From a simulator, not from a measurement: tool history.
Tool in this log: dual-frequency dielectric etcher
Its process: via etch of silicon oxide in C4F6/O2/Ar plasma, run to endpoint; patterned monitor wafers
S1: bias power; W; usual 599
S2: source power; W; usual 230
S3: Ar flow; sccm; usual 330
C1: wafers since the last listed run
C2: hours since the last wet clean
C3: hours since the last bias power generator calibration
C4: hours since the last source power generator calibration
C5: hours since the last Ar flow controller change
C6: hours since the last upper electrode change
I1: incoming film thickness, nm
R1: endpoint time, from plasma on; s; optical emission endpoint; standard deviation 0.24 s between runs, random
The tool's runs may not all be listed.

| run | hour | S1 | S2 | S3 | C1 | C2 | C3 | C4 | C5 | C6 | I1 | R1 |
|---|---|---|---|---|---|---|---|---|---|---|---|---|
| 1 | 0.0 | 533 | 230 | 303 | 0 | 362.6 | 2651.9 | 1971.1 | 1999.2 | 2234.9 | 109.4 | 30.6 |
| 2 | 10.1 | 533 | 230 | 303 | 154 | 372.7 | 2662.0 | 1981.2 | 2009.3 | 2245.0 | 109.3 | 30.8 |
| 3 | 16.2 | 533 | 230 | 303 | 93 | 378.8 | 2668.1 | 1987.3 | 2015.4 | 2251.1 | 109.5 | 31.3 |
| 4 | 31.2 | 599 | 230 | 275 | 229 | 393.8 | 2683.1 | 2002.3 | 2030.4 | 2266.1 | 110.3 | 29.4 |
| 5 | 38.0 | 599 | 230 | 330 | 104 | 400.6 | 2689.9 | 2009.1 | 2037.2 | 2272.9 | 108.2 | 29.3 |
| 6 | 48.4 | 599 | 230 | 330 | 159 | 411.0 | 2700.3 | 2019.5 | 2047.6 | 2283.3 | 109.6 | 29.9 |
|  | 80.2 | upper electrode replaced |
| 7 | 80.7 | 599 | 230 | 330 | 127 | 443.3 | 2732.6 | 2051.8 | 2079.9 | 0.5 | 109.3 | 30.5 |
| 8 | 81.0 | 599 | 230 | 330 | 4 | 443.6 | 2732.9 | 2052.1 | 2080.2 | 0.8 | 109.2 | 30.2 |
| 9 | 89.1 | 599 | 230 | 330 | 124 | 451.7 | 2741.0 | 2060.2 | 2088.3 | 8.9 | 109.2 | 29.8 |
|  | 94.3 | bias power generator calibrated |
| 10 | 102.1 | 599 | 230 | 330 | 137 | 464.7 | 7.8 | 2073.2 | 2101.3 | 21.9 | 109.2 | 30.3 |
| 11 | 112.6 | 599 | 230 | 330 | 160 | 475.2 | 18.3 | 2083.7 | 2111.8 | 32.4 | 110.6 | 31.2 |
| 12 | 126.6 | 557 | 230 | 330 | 214 | 489.2 | 32.3 | 2097.7 | 2125.8 | 46.4 | 109.6 | 31.8 |
|  | 137.1 | source power generator calibrated |
|  | 144.1 | Ar flow controller replaced |
|  | 164.2 | wet clean of the chamber |
| 13 | 164.7 | 599 | 230 | 330 | 122 | 0.5 | 70.4 | 27.6 | 20.6 | 84.5 | 111.6 | 29.5 |
| 14 | 165.1 | 684 | 230 | 330 | 6 | 0.9 | 70.8 | 28.0 | 21.0 | 84.9 | 110.2 | 27.9 |
| 15 | 173.9 | 599 | 230 | 330 | 134 | 9.7 | 79.6 | 36.8 | 29.8 | 93.7 | 109.7 | 29.1 |
| 16 | 190.6 | 674 | 250 | 270 | 255 | 26.4 | 96.3 | 53.5 | 46.5 | 110.4 | 109.0 | 26.0 |
| 17 | 196.7 | 599 | 230 | 330 | 93 | 32.5 | 102.4 | 59.6 | 52.6 | 116.5 | 108.9 | 28.9 |
| 18 | 207.7 | 599 | 200 | 330 | 168 | 43.5 | 113.4 | 70.6 | 63.6 | 127.5 | 110.3 | 30.9 |
| 19 | 214.6 | 599 | 230 | 330 | 105 | 50.4 | 120.3 | 77.5 | 70.5 | 134.4 | 108.7 | 28.6 |
| 20 | 230.3 | 599 | 230 | 297 | 240 | 66.1 | 136.0 | 93.2 | 86.2 | 150.1 | 108.8 | 28.6 |
| 21 | 243.1 | 478 | 230 | 290 | 196 | 78.9 | 148.8 | 106.0 | 99.0 | 162.9 | 110.4 | 31.6 |
| 22 | 257.2 | 509 | 250 | 400 | 216 | 93.0 | 162.9 | 120.1 | 113.1 | 177.0 | 108.9 | 30.5 |
| 23 | 269.2 | 556 | 210 | 330 | 183 | 105.0 | 174.9 | 132.1 | 125.1 | 189.0 | 109.9 | 31.8 |
| 24 | 284.2 | 599 | 230 | 330 | 229 | 120.0 | 189.9 | 147.1 | 140.1 | 204.0 | 109.1 | 29.1 |
| 25 | 290.2 | 734 | 230 | 330 | 91 | 126.0 | 195.9 | 153.1 | 146.1 | 210.0 | 110.9 | 27.5 |
| 26 | 296.3 | 599 | 230 | 330 | 93 | 132.1 | 202.0 | 159.2 | 152.2 | 216.1 | 109.4 | 29.4 |
| 27 | 307.2 | 599 | 230 | 330 | 166 | 143.0 | 212.9 | 170.1 | 163.1 | 227.0 | 108.7 | 29.0 |
| 28 | 313.8 | 599 | 230 | 250 | 101 | 149.6 | 219.5 | 176.7 | 169.7 | 233.6 | 110.0 | 28.6 |
| 29 | 320.7 | 746 | 210 | 330 | 105 | 156.5 | 226.4 | 183.6 | 176.6 | 240.5 | 109.8 | 28.0 |

Consider 4 possible next runs. They are alternatives, not a sequence: every one starts from the tool as it was left by run 29. What does each give?
| A | 321.1 | 460 | 230 | 330 | 6 | 156.9 | 226.8 | 184.0 | 177.0 | 240.9 | 109.5 | ? |
| B | 321.1 | 599 | 260 | 330 | 6 | 156.9 | 226.8 | 184.0 | 177.0 | 240.9 | 109.5 | ? |
| C | 321.1 | 475 | 280 | 251 | 6 | 156.9 | 226.8 | 184.0 | 177.0 | 240.9 | 109.5 | ? |
| D | 321.1 | 666 | 250 | 330 | 6 | 156.9 | 226.8 | 184.0 | 177.0 | 240.9 | 109.5 | ? |

| run | R1 |
|---|---|
| A | 32.4 |
| B | 28.0 |
| C | 28.4 |
| D | 27.4 |
Without the tool's unlogged condition, the same runs would have read:
| run | R1 |
|---|---|
| A | 31.6 |
| B | 27.3 |
| C | 27.8 |
| D | 26.7 |

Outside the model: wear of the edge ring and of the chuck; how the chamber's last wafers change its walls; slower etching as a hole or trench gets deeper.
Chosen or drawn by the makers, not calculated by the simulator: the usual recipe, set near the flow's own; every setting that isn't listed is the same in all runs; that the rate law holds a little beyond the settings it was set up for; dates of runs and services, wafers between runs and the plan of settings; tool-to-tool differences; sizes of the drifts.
